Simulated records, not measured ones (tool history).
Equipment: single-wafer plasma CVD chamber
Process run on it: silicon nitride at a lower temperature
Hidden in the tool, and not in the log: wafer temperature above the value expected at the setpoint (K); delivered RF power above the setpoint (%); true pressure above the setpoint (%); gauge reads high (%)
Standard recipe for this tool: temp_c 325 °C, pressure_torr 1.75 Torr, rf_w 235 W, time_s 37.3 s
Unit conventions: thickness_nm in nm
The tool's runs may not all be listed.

run,hour,temp_c,pressure_torr,rf_w,time_s,wafers since the last listed run,hours since the last thermocouple change,hours since the last RF generator calibration,hours since the last manometer calibration,hours since the showerhead was replaced,hours since the gauge calibration,"read-back reference wafer on the same gauge, thickness_nm",thickness_nm
1,0,325,1.75,235,37.3,0,2330.2,1951.6,1834.5,1468.6,586.8,44.831,38.109
2,52.6,325,1.75,235,37.3,1675,2382.8,2004.2,1887.1,1521.2,639.4,44.796,37.948
# hour 94.4: thermocouple changed; heater temperature recalibrated
# hour 103.6: RF generator calibrated
3,129.3,325,1.75,235,37.3,1933,34.9,25.7,1963.8,1597.9,716.1,44.767,38.824
4,176.8,325,2.06,235,37.3,1512,82.4,73.2,2011.3,1645.4,763.6,44.842,40.209
5,260.7,325,2.06,235,37.3,2672,166.3,157.1,2095.2,1729.3,847.5,44.77,40.267
6,360.2,317,1.75,235,37.3,3169,265.8,256.6,2194.7,1828.8,947,44.763,38.601
7,463.5,317,1.75,235,37.3,3290,369.1,359.9,2298,1932.1,1050.3,44.738,38.63
8,524.4,325,1.75,220,32.3,1939,430,420.8,2358.9,1993,1111.2,44.854,31.538
9,605.9,325,1.75,265,37.3,2595,511.5,502.3,2440.4,2074.5,1192.7,44.811,42.346
10,699.6,325,1.75,235,37.3,2984,605.2,596,2534.1,2168.2,1286.4,44.823,38.38
11,767,325,1.75,235,37.3,2146,672.6,663.4,2601.5,2235.6,1353.8,44.798,38.301
12,825.7,333,1.41,220,34.4,1869,731.3,722.1,2660.2,2294.3,1412.5,44.768,31.627
13,879,325,1.75,235,37.3,1697,784.6,775.4,2713.5,2347.6,1465.8,44.819,38.325
14,926.7,325,1.75,235,37.3,1519,832.3,823.1,2761.2,2395.3,1513.5,44.824,38.251
15,983.7,339,1.75,190,37.3,1815,889.3,880.1,2818.2,2452.3,1570.5,44.865,31.367
16,1024.5,334,2.1,235,37.3,1299,930.1,920.9,2859,2493.1,1611.3,44.786,39.862
17,1126.8,325,1.75,235,37.3,3258,1032.4,1023.2,2961.3,2595.4,1713.6,44.755,38.047
18,1224.5,325,1.75,200,41.3,3111,1130.1,1120.9,3059,2693.1,1811.3,44.822,36.766
19,1269.2,325,1.75,235,37.3,1423,1174.8,1165.6,3103.7,2737.8,1856,44.783,37.931
# hour 1321.8: gauge calibrated
# hour 1366: showerhead replaced
# hour 1386: capacitance manometer re-zeroed and calibrated
20,1516.7,315,1.75,235,37.3,7373,1422.3,1413.1,130.7,150.7,194.9,44.877,38.696
21,1586.1,320,2,235,37.3,2210,1491.7,1482.5,200.1,220.1,264.3,44.827,39.801
22,1679.8,325,1.75,235,37.3,2984,1585.4,1576.2,293.8,313.8,358,44.845,38.626
23,1760,315,1.75,235,41.4,2554,1665.6,1656.4,374,394,438.2,44.785,42.719
24,1800.8,325,1.75,235,37.3,1299,1706.4,1697.2,414.8,434.8,479,44.817,38.462
25,1841.3,336,1.61,235,31.6,1289,1746.9,1737.7,455.3,475.3,519.5,44.742,31.953
26,1931.1,331,1.75,235,30.2,2860,1836.7,1827.5,545.1,565.1,609.3,44.784,31.208
# hour 2023.6: RF generator calibrated
27,2024.1,335,1.89,275,33.5,2707,1929.7,0.5,638.1,658.1,702.3,44.81,40.791

Hidden condition of the tool, last listed run before each entry between runs versus first listed run after:
From run 2 to run 3: thermocouple changed; heater temperature recalibrated (hour 94.4); RF generator calibrated (hour 103.6)
  delivered RF power above the setpoint (%): -3.37 -> -0.621; true pressure above the setpoint (%): -7.5 -> -7.59
  measured minus no-state result, thickness_nm: -1.825 -> -0.911 nm
From run 19 to run 20: gauge calibrated (hour 1321.8); showerhead replaced (hour 1366); capacitance manometer re-zeroed and calibrated (hour 1386)
  delivered RF power above the setpoint (%): -3.26 -> -3.45; true pressure above the setpoint (%): -8.36 -> -0.16
  measured minus no-state result, thickness_nm: -1.873 -> -1.19 nm
From run 26 to run 27: RF generator calibrated (hour 2023.6)
  delivered RF power above the setpoint (%): -3.66 -> -0.436; true pressure above the setpoint (%): -2.71 -> -3.14
  measured minus no-state result, thickness_nm: -1.21 -> -0.443 nm
